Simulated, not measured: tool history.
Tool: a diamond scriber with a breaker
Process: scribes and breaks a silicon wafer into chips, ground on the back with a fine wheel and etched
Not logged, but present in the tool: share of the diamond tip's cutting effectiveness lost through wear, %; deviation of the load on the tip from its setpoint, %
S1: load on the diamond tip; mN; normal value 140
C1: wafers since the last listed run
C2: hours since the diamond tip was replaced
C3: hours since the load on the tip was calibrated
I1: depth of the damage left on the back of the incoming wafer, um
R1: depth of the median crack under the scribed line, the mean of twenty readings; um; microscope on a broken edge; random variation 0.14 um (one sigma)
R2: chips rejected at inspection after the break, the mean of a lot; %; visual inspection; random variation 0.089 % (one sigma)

| run | day | S1 | C1 | C2 | C3 | I1 | R1 | R2 |
|---|---|---|---|---|---|---|---|---|
| 1 | 0 | 167 | 0 | 247.1 | 465.1 | 0.35 | 11.56 | 4.76 |
| 2 | 2.158 | 167 | 103 | 298.9 | 516.9 | 0.57 | 11.59 | 4.75 |
| 3 | 4.371 | 149 | 106 | 352 | 570 | 0.64 | 10.74 | 1.71 |
| 4 | 6.542 | 149 | 104 | 404.1 | 622.1 | 0.7 | 10.92 | 1.81 |
|  | 7.792 | load on the tip recalibrated |
| 5 | 9.425 | 149 | 134 | 473.3 | 39.2 | 0.33 | 10.91 | 1.89 |
| 6 | 12.121 | 140 | 129 | 538 | 103.9 | 0.5 | 10.58 | 1.38 |
| 7 | 14.596 | 140 | 118 | 597.4 | 163.3 | 0.72 | 10.07 | 1.37 |
| 8 | 16.912 | 140 | 111 | 653 | 218.9 | 0.61 | 10.37 | 1.31 |
| 9 | 20.721 | 140 | 182 | 744.4 | 310.3 | 0.76 | 10.52 | 1.24 |
| 10 | 23.646 | 127 | 140 | 814.6 | 380.5 | 0.36 | 9.28 | 2.7 |
| 11 | 29.017 | 140 | 257 | 943.5 | 509.4 | 0.52 | 10.29 | 1.19 |
| 12 | 30.3 | 140 | 61 | 974.3 | 540.2 | 0.51 | 10.57 | 1.2 |
| 13 | 32.412 | 153 | 101 | 1025 | 590.9 | 0.56 | 11.04 | 2.43 |
| 14 | 34.696 | 155 | 109 | 1079.8 | 645.7 | 0.63 | 11.18 | 2.65 |
|  | 36.883 | load on the tip recalibrated |
| 15 | 37.021 | 106 | 107 | 1135.6 | 3.3 | 0.57 | 8.31 | 10.6 |
|  | 37.696 | diamond tip replaced by a new one |
| 16 | 39.417 | 171 | 110 | 41.3 | 60.8 | 0.75 | 12.03 | 5.93 |
| 17 | 40.479 | 140 | 50 | 66.8 | 86.3 | 0.6 | 10.43 | 1.37 |
| 18 | 43.079 | 160 | 124 | 129.2 | 148.7 | 0.42 | 11.18 | 3.36 |
| 19 | 45.292 | 113 | 106 | 182.3 | 201.8 | 0.8 | 8.66 | 6.55 |
| 20 | 46.55 | 140 | 60 | 212.5 | 232 | 0.51 | 10.5 | 1.25 |
| 21 | 47.733 | 169 | 56 | 240.9 | 260.4 | 0.79 | 11.93 | 5.23 |
| 22 | 50.058 | 140 | 111 | 296.7 | 316.2 | 0.57 | 10.38 | 1.36 |
| 23 | 52.862 | 140 | 134 | 364 | 383.5 | 0.63 | 10.25 | 1.33 |
| 24 | 54.783 | 109 | 92 | 410.1 | 429.6 | 0.55 | 8.39 | 9.4 |
| 25 | 56.788 | 110 | 96 | 458.2 | 477.7 | 0.61 | 8.26 | 8.82 |
| 26 | 58.554 | 153 | 84 | 500.6 | 520.1 | 0.73 | 10.88 | 2.07 |
| 27 | 60.546 | 110 | 95 | 548.4 | 567.9 | 0.4 | 8.41 | 8.17 |
| 28 | 63.504 | 173 | 141 | 619.4 | 638.9 | 0.71 | 12.1 | 6.31 |
|  | 64.867 | load on the tip recalibrated |
| 29 | 68.683 | 178 | 244 | 743.7 | 91.6 | 0.39 | 12.48 | 7.08 |

For each run, what was the tool's unlogged condition?
share of the diamond tip's cutting effectiveness lost through wear, %: 0 across all the runs
deviation of the load on the tip from its setpoint, %: 0 across all the runs
